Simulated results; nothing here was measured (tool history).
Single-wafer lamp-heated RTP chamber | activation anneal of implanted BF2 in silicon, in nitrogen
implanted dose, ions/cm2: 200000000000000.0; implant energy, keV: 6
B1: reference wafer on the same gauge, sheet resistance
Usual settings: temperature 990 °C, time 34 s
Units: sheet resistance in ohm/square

{"run": 1, "day": 0.0, "temperature": 990, "time": 47, "B1": 695.2, "sheet resistance": 611.05}
{"day": 0.588, "done": "pyrometer window cleaned and pyrometer calibrated"}
{"run": 2, "day": 3.658, "temperature": 990, "time": 34, "B1": 694.97, "sheet resistance": 638.32}
{"run": 3, "day": 7.371, "temperature": 990, "time": 34, "B1": 695.64, "sheet resistance": 631.58}
{"run": 4, "day": 8.562, "temperature": 990, "time": 34, "B1": 694.68, "sheet resistance": 630.33}
{"day": 10.029, "done": "pyrometer window cleaned and pyrometer calibrated"}
{"day": 10.054, "done": "reflector plate cleaned"}
{"run": 5, "day": 10.075, "temperature": 990, "time": 34, "B1": 694.58, "sheet resistance": 635.66}
{"run": 6, "day": 10.946, "temperature": 971, "time": 34, "B1": 694.96, "sheet resistance": 673.23}
{"run": 7, "day": 11.9, "temperature": 971, "time": 34, "B1": 695.02, "sheet resistance": 676.07}
{"run": 8, "day": 12.488, "temperature": 972, "time": 34, "B1": 695.1, "sheet resistance": 667.59}
{"run": 9, "day": 13.679, "temperature": 972, "time": 34, "B1": 694.73, "sheet resistance": 670.21}
{"run": 10, "day": 15.054, "temperature": 972, "time": 34, "B1": 695.47, "sheet resistance": 662.88}
{"run": 11, "day": 16.288, "temperature": 990, "time": 48, "B1": 695.37, "sheet resistance": 613.97}
{"run": 12, "day": 17.588, "temperature": 990, "time": 48, "B1": 695.56, "sheet resistance": 611.0}
{"run": 13, "day": 18.596, "temperature": 990, "time": 34, "B1": 695.53, "sheet resistance": 628.12}
{"run": 14, "day": 19.812, "temperature": 990, "time": 34, "B1": 695.75, "sheet resistance": 618.05}
{"day": 21.446, "done": "pyrometer window cleaned and pyrometer calibrated"}
{"run": 15, "day": 23.758, "temperature": 990, "time": 34, "B1": 693.78, "sheet resistance": 643.17}
{"run": 16, "day": 24.846, "temperature": 990, "time": 42, "B1": 695.76, "sheet resistance": 629.97}
{"run": 17, "day": 25.925, "temperature": 990, "time": 34, "B1": 695.15, "sheet resistance": 638.96}
{"run": 18, "day": 26.7, "temperature": 1014, "time": 25, "B1": 694.62, "sheet resistance": 612.92}
{"day": 27.108, "done": "gauge calibrated"}
{"run": 19, "day": 27.617, "temperature": 1001, "time": 50, "B1": 695.65, "sheet resistance": 593.06}
{"run": 20, "day": 28.879, "temperature": 980, "time": 24, "B1": 694.41, "sheet resistance": 661.16}
{"run": 21, "day": 30.225, "temperature": 969, "time": 21, "B1": 694.77, "sheet resistance": 683.25}
{"run": 22, "day": 31.612, "temperature": 990, "time": 34, "B1": 695.86, "sheet resistance": 619.54}
{"day": 32.471, "done": "pyrometer window cleaned and pyrometer calibrated"}
{"run": 23, "day": 32.492, "temperature": 1007, "time": 21, "B1": 695.78, "sheet resistance": 635.76}
{"run": 24, "day": 32.896, "temperature": 967, "time": 51, "B1": 695.35, "sheet resistance": 665.14}
{"run": 25, "day": 34.15, "temperature": 966, "time": 45, "B1": 694.63, "sheet resistance": 670.05}
{"run": 26, "day": 34.829, "temperature": 973, "time": 26, "B1": 695.11, "sheet resistance": 683.68}
{"run": 27, "day": 35.588, "temperature": 1010, "time": 19, "B1": 695.58, "sheet resistance": 631.13}
{"run": 28, "day": 36.704, "temperature": 1002, "time": 54, "B1": 694.33, "sheet resistance": 597.19}
{"run": 29, "day": 38.0, "temperature": 990, "time": 34, "B1": 695.19, "sheet resistance": 636.49}
{"run": 30, "day": 39.379, "temperature": 1012, "time": 16, "B1": 695.59, "sheet resistance": 623.97}
{"run": 31, "day": 39.883, "temperature": 965, "time": 20, "B1": 694.68, "sheet resistance": 696.25}
{"run": 32, "day": 41.062, "temperature": 990, "time": 34, "B1": 694.18, "sheet resistance": 628.38}
{"run": 33, "day": 42.3, "temperature": 964, "time": 40, "B1": 694.6, "sheet resistance": 664.21}
{"day": 42.754, "done": "pyrometer window cleaned and pyrometer calibrated"}
{"run": 34, "day": 42.846, "temperature": 990, "time": 34, "B1": 694.29, "sheet resistance": 643.08}
{"run": 35, "day": 43.867, "temperature": 973, "time": 53, "B1": 694.9, "sheet resistance": 650.39}
{"day": 44.283, "done": "reflector plate cleaned"}
{"run": 36, "day": 44.488, "temperature": 1006, "time": 26, "B1": 695.19, "sheet resistance": 617.03}

5 ways to go on from here, each from the tool as it stands after run 36. What would each give?
{"run": "A", "day": 44.504, "temperature": 990, "time": 34, "B1": "?", "sheet resistance": "?"}
{"run": "B", "day": 44.504, "temperature": 990, "time": 51, "B1": "?", "sheet resistance": "?"}
{"run": "C", "day": 44.504, "temperature": 974, "time": 48, "B1": "?", "sheet resistance": "?"}
{"run": "D", "day": 44.504, "temperature": 1014, "time": 28, "B1": "?", "sheet resistance": "?"}
{"run": "E", "day": 44.504, "temperature": 979, "time": 21, "B1": "?", "sheet resistance": "?"}

run=A B1=695.74 sheet_resistance=637.61
run=B B1=695.74 sheet_resistance=618.79
run=C B1=695.74 sheet_resistance=649.92
run=D B1=695.74 sheet_resistance=607.18
run=E B1=695.74 sheet_resistance=675.89
Without the tool's hidden state the same runs would have given:
run=A sheet_resistance=638.55
run=B sheet_resistance=619.73
run=C sheet_resistance=650.95
run=D sheet_resistance=607.97
run=E sheet_resistance=676.80
